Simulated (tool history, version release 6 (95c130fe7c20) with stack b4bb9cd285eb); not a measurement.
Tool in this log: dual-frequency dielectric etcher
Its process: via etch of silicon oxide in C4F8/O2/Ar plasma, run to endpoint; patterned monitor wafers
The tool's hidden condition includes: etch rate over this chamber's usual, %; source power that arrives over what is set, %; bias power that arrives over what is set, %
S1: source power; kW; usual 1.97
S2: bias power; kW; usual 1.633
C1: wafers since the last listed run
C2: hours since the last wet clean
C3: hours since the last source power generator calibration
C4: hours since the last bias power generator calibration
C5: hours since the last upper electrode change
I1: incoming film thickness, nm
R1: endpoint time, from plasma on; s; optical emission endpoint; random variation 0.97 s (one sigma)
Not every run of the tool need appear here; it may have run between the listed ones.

{"run": 1, "day": 0.0, "S1": 1.97, "S2": 1.54, "C1": 0, "C2": 165.4, "C3": 1954.2, "C4": 1904, "C5": 3263.4, "I1": 1532.6, "R1": 334.2}
{"run": 2, "day": 0.321, "S1": 1.97, "S2": 1.54, "C1": 57, "C2": 173.1, "C3": 1961.9, "C4": 1911.7, "C5": 3271.1, "I1": 1538, "R1": 334.7}
{"run": 3, "day": 0.925, "S1": 1.97, "S2": 1.54, "C1": 109, "C2": 187.6, "C3": 1976.4, "C4": 1926.2, "C5": 3285.6, "I1": 1539.7, "R1": 335.1}
{"run": 4, "day": 1.338, "S1": 1.97, "S2": 1.457, "C1": 74, "C2": 197.5, "C3": 1986.3, "C4": 1936.1, "C5": 3295.5, "I1": 1549, "R1": 345.1}
{"run": 5, "day": 1.992, "S1": 1.97, "S2": 1.434, "C1": 118, "C2": 213.2, "C3": 2002, "C4": 1951.8, "C5": 3311.2, "I1": 1541.5, "R1": 346.3}
{"run": 6, "day": 2.612, "S1": 1.97, "S2": 1.633, "C1": 112, "C2": 228.1, "C3": 2016.9, "C4": 1966.7, "C5": 3326.1, "I1": 1550.7, "R1": 329.4}
{"run": 7, "day": 3.338, "S1": 1.97, "S2": 1.633, "C1": 130, "C2": 245.5, "C3": 2034.3, "C4": 1984.1, "C5": 3343.5, "I1": 1535.5, "R1": 327}
{"run": 8, "day": 3.712, "S1": 2.22, "S2": 1.633, "C1": 67, "C2": 254.5, "C3": 2043.3, "C4": 1993.1, "C5": 3352.5, "I1": 1547.7, "R1": 314.9}
{"run": 9, "day": 4.15, "S1": 1.97, "S2": 1.633, "C1": 79, "C2": 265, "C3": 2053.8, "C4": 2003.6, "C5": 3363, "I1": 1543.9, "R1": 327.9}
{"run": 10, "day": 4.508, "S1": 1.97, "S2": 1.633, "C1": 64, "C2": 273.6, "C3": 2062.4, "C4": 2012.2, "C5": 3371.6, "I1": 1541.2, "R1": 329.8}
{"run": 11, "day": 5.05, "S1": 1.97, "S2": 1.633, "C1": 97, "C2": 286.6, "C3": 2075.4, "C4": 2025.2, "C5": 3384.6, "I1": 1535, "R1": 326.6}
{"run": 12, "day": 5.617, "S1": 1.97, "S2": 1.633, "C1": 102, "C2": 300.2, "C3": 2089, "C4": 2038.8, "C5": 3398.2, "I1": 1538.8, "R1": 328.6}
{"run": 13, "day": 6.138, "S1": 1.97, "S2": 1.633, "C1": 94, "C2": 312.7, "C3": 2101.5, "C4": 2051.3, "C5": 3410.7, "I1": 1528.1, "R1": 326}
{"run": 14, "day": 6.462, "S1": 1.97, "S2": 1.633, "C1": 58, "C2": 320.5, "C3": 2109.3, "C4": 2059.1, "C5": 3418.5, "I1": 1555.6, "R1": 331.6}
{"run": 15, "day": 7.004, "S1": 1.97, "S2": 1.633, "C1": 97, "C2": 333.5, "C3": 2122.3, "C4": 2072.1, "C5": 3431.5, "I1": 1555.4, "R1": 332.6}
{"run": 16, "day": 7.696, "S1": 2.22, "S2": 1.793, "C1": 124, "C2": 350.1, "C3": 2138.9, "C4": 2088.7, "C5": 3448.1, "I1": 1540.7, "R1": 302.5}
{"day": 8.042, "done": "source power generator calibrated"}
{"day": 8.75, "done": "wet clean of the chamber"}
{"run": 17, "day": 8.771, "S1": 1.97, "S2": 1.633, "C1": 36, "C2": 0.5, "C3": 17.5, "C4": 2114.5, "C5": 3473.9, "I1": 1549.5, "R1": 325.3}
{"run": 18, "day": 8.788, "S1": 2.4, "S2": 1.986, "C1": 3, "C2": 0.9, "C3": 17.9, "C4": 2114.9, "C5": 3474.3, "I1": 1554.5, "R1": 278.7}
{"run": 19, "day": 9.112, "S1": 1.61, "S2": 1.633, "C1": 58, "C2": 8.7, "C3": 25.7, "C4": 2122.7, "C5": 3482.1, "I1": 1542.9, "R1": 347.5}
{"run": 20, "day": 9.571, "S1": 2.39, "S2": 1.961, "C1": 82, "C2": 19.7, "C3": 36.7, "C4": 2133.7, "C5": 3493.1, "I1": 1539.4, "R1": 278.9}
{"day": 9.779, "done": "bias power generator calibrated"}
{"run": 21, "day": 9.954, "S1": 1.97, "S2": 1.633, "C1": 39, "C2": 28.9, "C3": 45.9, "C4": 4.2, "C5": 3502.3, "I1": 1533.9, "R1": 321.2}
{"run": 22, "day": 10.488, "S1": 2.18, "S2": 1.633, "C1": 96, "C2": 41.7, "C3": 58.7, "C4": 17, "C5": 3515.1, "I1": 1537.1, "R1": 310.2}
{"run": 23, "day": 10.808, "S1": 1.97, "S2": 1.633, "C1": 57, "C2": 49.4, "C3": 66.4, "C4": 24.7, "C5": 3522.8, "I1": 1543.8, "R1": 324.3}
{"day": 12.079, "done": "upper electrode replaced"}
{"run": 24, "day": 12.1, "S1": 2.39, "S2": 1.961, "C1": 52, "C2": 80.4, "C3": 97.4, "C4": 55.7, "C5": 0.5, "I1": 1550.5, "R1": 280.6}
{"run": 25, "day": 12.112, "S1": 1.97, "S2": 1.633, "C1": 2, "C2": 80.7, "C3": 97.7, "C4": 56, "C5": 0.8, "I1": 1549.6, "R1": 327.2}
{"run": 26, "day": 12.625, "S1": 2.13, "S2": 1.875, "C1": 92, "C2": 93, "C3": 110, "C4": 68.3, "C5": 13.1, "I1": 1534.2, "R1": 295.5}
{"run": 27, "day": 12.95, "S1": 1.66, "S2": 1.919, "C1": 58, "C2": 100.8, "C3": 117.8, "C4": 76.1, "C5": 20.9, "I1": 1534.3, "R1": 322}
{"run": 28, "day": 13.388, "S1": 2.38, "S2": 1.633, "C1": 79, "C2": 111.3, "C3": 128.3, "C4": 86.6, "C5": 31.4, "I1": 1543.2, "R1": 304.5}
{"run": 29, "day": 13.712, "S1": 2.09, "S2": 1.903, "C1": 58, "C2": 119.1, "C3": 136.1, "C4": 94.4, "C5": 39.2, "I1": 1542, "R1": 297.5}
{"run": 30, "day": 14.0, "S1": 1.6, "S2": 1.517, "C1": 51, "C2": 126, "C3": 143, "C4": 101.3, "C5": 46.1, "I1": 1559.1, "R1": 364.5}
{"run": 31, "day": 14.712, "S1": 1.97, "S2": 1.633, "C1": 128, "C2": 143.1, "C3": 160.1, "C4": 118.4, "C5": 63.2, "I1": 1543.7, "R1": 326.2}
{"run": 32, "day": 15.25, "S1": 2.27, "S2": 2.018, "C1": 97, "C2": 156, "C3": 173, "C4": 131.3, "C5": 76.1, "I1": 1554.6, "R1": 285}
{"run": 33, "day": 15.508, "S1": 1.83, "S2": 1.877, "C1": 46, "C2": 162.2, "C3": 179.2, "C4": 137.5, "C5": 82.3, "I1": 1536.9, "R1": 314.7}
{"run": 34, "day": 16.075, "S1": 1.71, "S2": 1.804, "C1": 102, "C2": 175.8, "C3": 192.8, "C4": 151.1, "C5": 95.9, "I1": 1553.5, "R1": 332.1}
{"run": 35, "day": 16.758, "S1": 2.37, "S2": 1.526, "C1": 123, "C2": 192.2, "C3": 209.2, "C4": 167.5, "C5": 112.3, "I1": 1545.8, "R1": 313.4}
{"run": 36, "day": 18.271, "S1": 2.16, "S2": 1.782, "C1": 273, "C2": 228.5, "C3": 245.5, "C4": 203.8, "C5": 148.6, "I1": 1540.4, "R1": 305}

Each row is a separate what-if for the run after 36, all from the same tool condition, not one after another. Results?
{"run": "A", "day": 18.292, "S1": 1.48, "S2": 1.633, "C1": 3, "C2": 229, "C3": 246, "C4": 204.3, "C5": 149.1, "I1": 1537.2, "R1": "?"}
{"run": "B", "day": 18.292, "S1": 2.15, "S2": 1.749, "C1": 3, "C2": 229, "C3": 246, "C4": 204.3, "C5": 149.1, "I1": 1537.2, "R1": "?"}
{"run": "C", "day": 18.292, "S1": 1.71, "S2": 1.812, "C1": 3, "C2": 229, "C3": 246, "C4": 204.3, "C5": 149.1, "I1": 1537.2, "R1": "?"}

run=A R1=362.1
run=B R1=306.3
run=C R1=328.2
Without the tool's hidden state the same runs would have given:
run=A R1=356.9
run=B R1=301.9
run=C R1=323.5
